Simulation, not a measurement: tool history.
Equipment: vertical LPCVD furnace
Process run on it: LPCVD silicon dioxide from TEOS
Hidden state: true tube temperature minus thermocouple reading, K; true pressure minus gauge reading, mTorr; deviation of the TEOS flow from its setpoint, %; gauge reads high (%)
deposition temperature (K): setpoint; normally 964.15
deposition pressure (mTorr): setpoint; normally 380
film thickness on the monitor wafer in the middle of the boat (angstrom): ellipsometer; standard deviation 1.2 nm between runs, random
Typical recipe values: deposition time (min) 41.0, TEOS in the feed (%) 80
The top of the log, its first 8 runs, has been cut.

run	hour	deposition temperature (K)	deposition pressure (mTorr)	deposition time (min)	TEOS in the feed (%)	wafers since the last listed run	hours since the last temperature calibration	hours since the pressure gauge was zeroed	hours since the TEOS flow controller was replaced	hours since the gauge calibration	read-back reference wafer on the same gauge, thickness	film thickness on the monitor wafer in the middle of the boat (angstrom)
9	307.5	964.15	380	41.0	86	320	3748.4	20.7	6739.3	833.2	257.14	3342.5
10	329.8	964.15	380	41.0	86	354	3770.7	43.0	6761.6	855.5	257.04	3384.3
11	343.3	964.15	380	41.0	86	214	3784.2	56.5	6775.1	869.0	256.84	3348.3
12	356.8	964.15	380	41.0	80	214	3797.7	70.0	6788.6	882.5	257.14	3228.7
# hour 371.8: gauge calibrated
# hour 382.9: TEOS flow controller replaced
13	383.4	964.15	380	41.0	80	41	3824.3	96.6	0.5	11.6	257.41	3229.6
14	403.0	964.15	380	41.0	80	311	3843.9	116.2	20.1	31.2	256.45	3236.9
15	436.2	964.15	285	41.0	80	527	3877.1	149.4	53.3	64.4	257.37	2798.5
16	462.0	964.15	380	55.5	80	409	3902.9	175.2	79.1	90.2	256.67	4404.7
17	475.0	954.15	355	41.0	74	206	3915.9	188.2	92.1	103.2	256.72	2392.6
# hour 510.0: thermocouples replaced and temperature profile calibrated
18	510.5	964.15	380	57.0	69	182	0.5	223.7	127.6	138.7	257.04	3894.6
19	515.1	976.15	290	53.0	91	73	5.1	228.3	132.2	143.3	256.87	4822.9
20	539.6	972.15	380	41.0	88	389	29.6	252.8	156.7	167.8	256.91	3822.6
21	564.5	974.15	330	41.0	73	395	54.5	277.7	181.6	192.7	256.67	3395.6
22	598.1	958.15	455	46.5	92	533	88.1	311.3	215.2	226.3	256.83	3495.1
23	622.7	964.15	380	41.0	80	390	112.7	335.9	239.8	250.9	257.55	3007.5
24	644.7	976.15	420	41.0	74	349	134.7	357.9	261.8	272.9	257.03	4042.6
25	675.6	964.15	380	41.0	80	490	165.6	388.8	292.7	303.8	257.11	3015.7
26	701.0	964.15	380	41.0	80	403	191.0	414.2	318.1	329.2	256.98	3012.2
27	725.0	969.15	290	53.0	80	381	215.0	438.2	342.1	353.2	256.80	3799.4
28	750.9	970.15	380	56.5	80	411	240.9	464.1	368.0	379.1	256.90	4760.3
29	768.8	956.15	300	31.0	74	284	258.8	482.0	385.9	397.0	256.96	1604.1
30	818.4	964.15	380	26.0	80	788	308.4	531.6	435.5	446.6	257.02	1922.3
31	844.9	964.15	435	49.0	80	421	334.9	558.1	462.0	473.1	257.41	3835.3

Below are 4 alternative next runs, each starting from the tool's condition after run 31. Predict each:
A	849.6	964.15	380	41.0	76	74	339.6	562.8	466.7	477.8	?	?
B	849.6	956.15	425	41.0	80	74	339.6	562.8	466.7	477.8	?	?
C	849.6	953.15	300	37.0	94	74	339.6	562.8	466.7	477.8	?	?
D	849.6	964.15	295	31.5	80	74	339.6	562.8	466.7	477.8	?	?

run	read-back reference wafer on the same gauge, thickness	film thickness on the monitor wafer in the middle of the boat (angstrom)
A	256.97	2944.8
B	256.97	2639.8
C	256.97	2018.0
D	256.97	2045.2
What these runs would have given with no unlogged condition in the tool:
run	film thickness on the monitor wafer in the middle of the boat (angstrom)
A	2900.4
B	2599.3
C	1986.8
D	2014.4
